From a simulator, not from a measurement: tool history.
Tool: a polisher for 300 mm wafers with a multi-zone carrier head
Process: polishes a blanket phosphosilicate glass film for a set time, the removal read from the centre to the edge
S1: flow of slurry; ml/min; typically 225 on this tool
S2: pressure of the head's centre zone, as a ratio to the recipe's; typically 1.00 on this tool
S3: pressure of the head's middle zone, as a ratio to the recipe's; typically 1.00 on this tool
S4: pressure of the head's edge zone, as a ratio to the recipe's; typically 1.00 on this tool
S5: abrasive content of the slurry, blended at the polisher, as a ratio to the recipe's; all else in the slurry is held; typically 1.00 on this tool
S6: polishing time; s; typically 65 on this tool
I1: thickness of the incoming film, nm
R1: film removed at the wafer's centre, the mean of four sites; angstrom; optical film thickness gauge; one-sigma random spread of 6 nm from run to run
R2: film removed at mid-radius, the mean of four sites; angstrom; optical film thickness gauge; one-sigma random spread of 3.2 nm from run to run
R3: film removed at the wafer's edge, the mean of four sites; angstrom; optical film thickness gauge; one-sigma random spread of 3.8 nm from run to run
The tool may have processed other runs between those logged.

{"run": 1, "day": 0.0, "S1": 225, "S2": 1.0, "S3": 1.0, "S4": 1.04, "S5": 1.0, "S6": 65, "I1": 2219.2, "R1": 4027, "R2": 4180, "R3": 4293}
{"day": 0.904, "done": "slurry nozzle cleaned"}
{"day": 1.567, "done": "worn pad replaced by a new one"}
{"run": 2, "day": 3.529, "S1": 225, "S2": 1.0, "S3": 1.0, "S4": 1.04, "S5": 1.0, "S6": 65, "I1": 2233.7, "R1": 4074, "R2": 4116, "R3": 4275}
{"run": 3, "day": 6.838, "S1": 225, "S2": 1.0, "S3": 1.0, "S4": 1.0, "S5": 1.0, "S6": 65, "I1": 2200.3, "R1": 4146, "R2": 4229, "R3": 4170}
{"run": 4, "day": 8.9, "S1": 225, "S2": 1.0, "S3": 1.0, "S4": 1.0, "S5": 1.0, "S6": 65, "I1": 2206.6, "R1": 3984, "R2": 4179, "R3": 4141}
{"day": 10.725, "done": "worn pad replaced by a new one"}
{"day": 11.05, "done": "centre zone pressure recalibrated"}
{"run": 5, "day": 13.2, "S1": 225, "S2": 1.0, "S3": 1.0, "S4": 1.0, "S5": 1.0, "S6": 65, "I1": 2201.8, "R1": 4202, "R2": 4136, "R3": 4259}
{"run": 6, "day": 17.146, "S1": 225, "S2": 1.0, "S3": 1.0, "S4": 1.0, "S5": 1.0, "S6": 65, "I1": 2214.4, "R1": 4156, "R2": 4180, "R3": 4146}
{"day": 18.096, "done": "carrier head's membrane replaced by a new one"}
{"run": 7, "day": 19.988, "S1": 225, "S2": 0.94, "S3": 1.0, "S4": 1.0, "S5": 1.0, "S6": 65, "I1": 2188.5, "R1": 3896, "R2": 4171, "R3": 4211}
{"day": 21.058, "done": "worn pad replaced by a new one"}
{"run": 8, "day": 24.983, "S1": 225, "S2": 0.94, "S3": 1.0, "S4": 1.0, "S5": 1.0, "S6": 65, "I1": 2193.7, "R1": 3918, "R2": 4132, "R3": 4194}
{"run": 9, "day": 26.542, "S1": 225, "S2": 1.0, "S3": 0.96, "S4": 1.0, "S5": 1.0, "S6": 65, "I1": 2188.6, "R1": 4158, "R2": 4034, "R3": 4153}
{"run": 10, "day": 29.996, "S1": 225, "S2": 1.12, "S3": 1.0, "S4": 1.0, "S5": 1.0, "S6": 65, "I1": 2195.6, "R1": 4586, "R2": 4133, "R3": 4194}
{"day": 31.512, "done": "worn pad replaced by a new one"}
{"run": 11, "day": 32.192, "S1": 225, "S2": 1.0, "S3": 1.0, "S4": 1.05, "S5": 1.0, "S6": 65, "I1": 2214.8, "R1": 4067, "R2": 4138, "R3": 4357}
{"day": 32.475, "done": "slurry nozzle cleaned"}
{"run": 12, "day": 34.371, "S1": 225, "S2": 1.0, "S3": 0.94, "S4": 0.95, "S5": 0.85, "S6": 77, "I1": 2232.8, "R1": 4503, "R2": 4265, "R3": 4483}
{"day": 36.025, "done": "edge zone pressure recalibrated"}
{"run": 13, "day": 37.912, "S1": 265, "S2": 1.0, "S3": 0.94, "S4": 1.07, "S5": 1.0, "S6": 54, "I1": 2221.7, "R1": 3490, "R2": 3370, "R3": 3663}
{"day": 38.812, "done": "centre zone pressure recalibrated"}
{"run": 14, "day": 41.7, "S1": 150, "S2": 1.09, "S3": 1.0, "S4": 0.96, "S5": 1.2, "S6": 65, "I1": 2215.7, "R1": 4538, "R2": 4216, "R3": 4284}
{"day": 42.762, "done": "worn pad replaced by a new one"}
{"run": 15, "day": 43.221, "S1": 225, "S2": 0.89, "S3": 0.96, "S4": 1.0, "S5": 1.15, "S6": 54, "I1": 2193.4, "R1": 3212, "R2": 3613, "R3": 3782}
{"day": 46.433, "done": "carrier head's membrane replaced by a new one"}
{"run": 16, "day": 47.308, "S1": 225, "S2": 1.0, "S3": 1.07, "S4": 1.0, "S5": 1.0, "S6": 78, "I1": 2232.3, "R1": 4803, "R2": 5189, "R3": 5043}
{"run": 17, "day": 51.467, "S1": 225, "S2": 1.0, "S3": 1.0, "S4": 1.0, "S5": 1.0, "S6": 65, "I1": 2178.3, "R1": 4196, "R2": 4175, "R3": 4218}

Here are 5 independent what-if runs from the current tool condition. What would each one return?
{"run": "A", "day": 51.483, "S1": 225, "S2": 1.0, "S3": 1.0, "S4": 1.0, "S5": 1.0, "S6": 71, "I1": 2202.7, "R1": "?", "R2": "?", "R3": "?"}
{"run": "B", "day": 51.483, "S1": 250, "S2": 1.11, "S3": 1.0, "S4": 1.0, "S5": 0.85, "S6": 76, "I1": 2202.7, "R1": "?", "R2": "?", "R3": "?"}
{"run": "C", "day": 51.483, "S1": 295, "S2": 1.0, "S3": 1.0, "S4": 1.0, "S5": 1.0, "S6": 51, "I1": 2202.7, "R1": "?", "R2": "?", "R3": "?"}
{"run": "D", "day": 51.483, "S1": 225, "S2": 1.06, "S3": 1.0, "S4": 1.0, "S5": 1.0, "S6": 65, "I1": 2202.7, "R1": "?", "R2": "?", "R3": "?"}
{"run": "E", "day": 51.483, "S1": 225, "S2": 1.0, "S3": 1.0, "S4": 1.0, "S5": 1.0, "S6": 57, "I1": 2202.7, "R1": "?", "R2": "?", "R3": "?"}

run=A R1=4470 R2=4599 R3=4564
run=B R1=4942 R2=4567 R3=4520
run=C R1=3330 R2=3414 R3=3361
run=D R1=4340 R2=4209 R3=4179
run=E R1=3589 R2=3692 R3=3664
Without the tool's hidden state the same runs would have given:
run=A R1=4470 R2=4599 R3=4564
run=B R1=4942 R2=4567 R3=4520
run=C R1=3330 R2=3414 R3=3361
run=D R1=4340 R2=4209 R3=4179
run=E R1=3589 R2=3692 R3=3664
